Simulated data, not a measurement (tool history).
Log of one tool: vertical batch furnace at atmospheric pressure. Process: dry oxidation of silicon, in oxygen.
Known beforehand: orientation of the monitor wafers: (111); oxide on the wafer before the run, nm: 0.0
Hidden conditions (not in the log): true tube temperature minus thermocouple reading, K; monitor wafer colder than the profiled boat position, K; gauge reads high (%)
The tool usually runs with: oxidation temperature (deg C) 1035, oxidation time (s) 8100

run   hour  oxidation temperature (deg C)  oxidation time (s)  wafers since the last listed run  hours since the last temperature calibration  hours since the boat lift was adjusted  hours since the gauge calibration  read-back reference wafer on the same gauge, thickness  oxide thickness on the monitor wafer (angstrom)
  1    0.0                           1018                8100                                 0                                        3085.9                                  1646.1                              463.8                                                  153.99                                           1515.0
       5.4  -- gauge calibrated
  2  103.6                           1018                8100                              1664                                        3189.5                                  1749.7                               98.2                                                  154.01                                           1516.5
  3  176.6                           1027                8100                              1173                                        3262.5                                  1822.7                              171.2                                                  153.99                                           1607.5
  4  216.2                           1027                8100                               636                                        3302.1                                  1862.3                              210.8                                                  154.00                                           1603.4
     299.9  -- thermocouples replaced and temperature profile calibrated
  5  300.4                           1035                8100                               967                                           0.5                                  1946.5                              295.0                                                  154.00                                           1645.7
  6  357.3                           1035                8100                               914                                          57.4                                  2003.4                              351.9                                                  154.04                                           1649.3
  7  420.9                           1017                9540                              1022                                         121.0                                  2067.0                              415.5                                                  153.96                                           1631.8
     461.7  -- gauge calibrated
  8  488.0                           1017                9540                              1078                                         188.1                                  2134.1                               26.3                                                  153.98                                           1634.8
  9  542.9                           1035                4320                               882                                         243.0                                  2189.0                               81.2                                                  154.01                                           1114.0
     582.8  -- boat lift adjusted
 10  641.5                           1021                6600                              1198                                         341.6                                    58.7                              179.8                                                  154.03                                           1353.8
 11  739.5                           1035                9570                              1574                                         439.6                                   156.7                              277.8                                                  154.02                                           1846.5
 12  782.5                           1043                4410                               691                                         482.6                                   199.7                              320.8                                                  154.02                                           1195.1
 13  821.9                           1035                8100                               633                                         522.0                                   239.1                              360.2                                                  153.96                                           1669.9
 14  882.4                           1024                4080                               972                                         582.5                                   299.6                              420.7                                                  153.98                                           1012.2

Give the tool's hidden conditions for every run:
gauge reads high (%): 0, the same for each run
H1: true tube temperature minus thermocouple reading, K
H2: monitor wafer colder than the profiled boat position, K
run     H1     H2
  1    3.2   2.73
  2   3.41   2.77
  3   3.56    2.8
  4   3.65   2.81
  5  0.113   2.84
  6  0.114   2.85
  7  0.117   2.87
  8  0.124   2.88
  9  0.132    2.9
 10   0.15  0.502
 11  0.175  0.841
 12  0.188  0.975
 13  0.201   1.09
 14  0.222   1.26
